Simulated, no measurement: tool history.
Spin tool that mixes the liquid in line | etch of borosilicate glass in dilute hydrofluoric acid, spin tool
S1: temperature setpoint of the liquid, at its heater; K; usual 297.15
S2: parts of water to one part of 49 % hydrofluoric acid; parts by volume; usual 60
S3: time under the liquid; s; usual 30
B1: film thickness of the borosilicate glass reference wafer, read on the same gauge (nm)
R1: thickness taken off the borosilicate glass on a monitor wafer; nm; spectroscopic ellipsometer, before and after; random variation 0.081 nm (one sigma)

| run | hour | S1 | S2 | S3 | B1 | R1 |
|---|---|---|---|---|---|---|
| 1 | 0 | 297.15 | 60 | 30 | 140 | 13.7 |
| 2 | 41.6 | 297.15 | 60 | 30 | 140.01 | 13.4 |
| 3 | 66.5 | 297.15 | 60 | 30 | 140 | 13.48 |
| 4 | 108 | 297.15 | 60 | 30 | 140.02 | 13.56 |
| 5 | 149.5 | 297.15 | 80 | 30 | 139.97 | 9.8 |
| 6 | 193.3 | 298.65 | 60 | 30 | 140 | 14.12 |
| 7 | 238.3 | 298.65 | 60 | 30 | 140.02 | 14.2 |
| 8 | 296.7 | 298.65 | 60 | 30 | 140.02 | 14.3 |
| 9 | 337.5 | 297.15 | 60 | 30 | 140 | 13.27 |
| 10 | 403.3 | 297.15 | 60 | 30 | 139.99 | 13.23 |
| 11 | 441.7 | 297.15 | 60 | 40 | 139.99 | 17.65 |
| 12 | 586.4 | 297.15 | 60 | 30 | 140.01 | 13.13 |
|  | 586.9 | gauge calibrated |
| 13 | 615.2 | 297.15 | 60 | 30 | 139.99 | 13.1 |
|  | 695.2 | hydrofluoric acid flow meter replaced |
| 14 | 763.4 | 297.15 | 60 | 30 | 140.01 | 13.07 |
| 15 | 795.3 | 292.65 | 60 | 30 | 140.01 | 10.71 |
| 16 | 865.4 | 301.65 | 60 | 30 | 140 | 15.52 |
|  | 872.9 | thermometer replaced |
| 17 | 929.8 | 299.65 | 70 | 30 | 140.01 | 12.71 |
| 18 | 977.6 | 297.15 | 40 | 20 | 139.99 | 13.85 |
| 19 | 1018.9 | 297.15 | 60 | 30 | 140.02 | 13.45 |
| 20 | 1069.8 | 298.65 | 40 | 15 | 139.99 | 11.02 |
| 21 | 1115.7 | 292.15 | 85 | 45 | 140.01 | 11.29 |
| 22 | 1145.8 | 295.15 | 40 | 40 | 140.01 | 25.43 |
| 23 | 1212.8 | 301.65 | 60 | 30 | 139.99 | 15.98 |
| 24 | 1244.1 | 295.65 | 50 | 30 | 140 | 15.31 |
| 25 | 1301.7 | 297.15 | 60 | 30 | 140 | 13.47 |
| 26 | 1356 | 298.65 | 35 | 50 | 139.98 | 41.81 |

5 ways to go on from here, each from the tool as it stands after run 26. What would each give?
| A | 1356.4 | 297.15 | 70 | 30 | ? | ? |
| B | 1356.4 | 297.15 | 85 | 20 | ? | ? |
| C | 1356.4 | 297.15 | 85 | 40 | ? | ? |
| D | 1356.4 | 298.65 | 75 | 30 | ? | ? |
| E | 1356.4 | 294.65 | 90 | 15 | ? | ? |

| run | B1 | R1 |
|---|---|---|
| A | 140.01 | 11.22 |
| B | 140.01 | 6.05 |
| C | 140.01 | 12.1 |
| D | 140.01 | 11.06 |
| E | 140.01 | 3.85 |
Without the tool's hidden state the same runs would have given:
| run | R1 |
|---|---|
| A | 11.52 |
| B | 6.21 |
| C | 12.41 |
| D | 11.35 |
| E | 3.95 |

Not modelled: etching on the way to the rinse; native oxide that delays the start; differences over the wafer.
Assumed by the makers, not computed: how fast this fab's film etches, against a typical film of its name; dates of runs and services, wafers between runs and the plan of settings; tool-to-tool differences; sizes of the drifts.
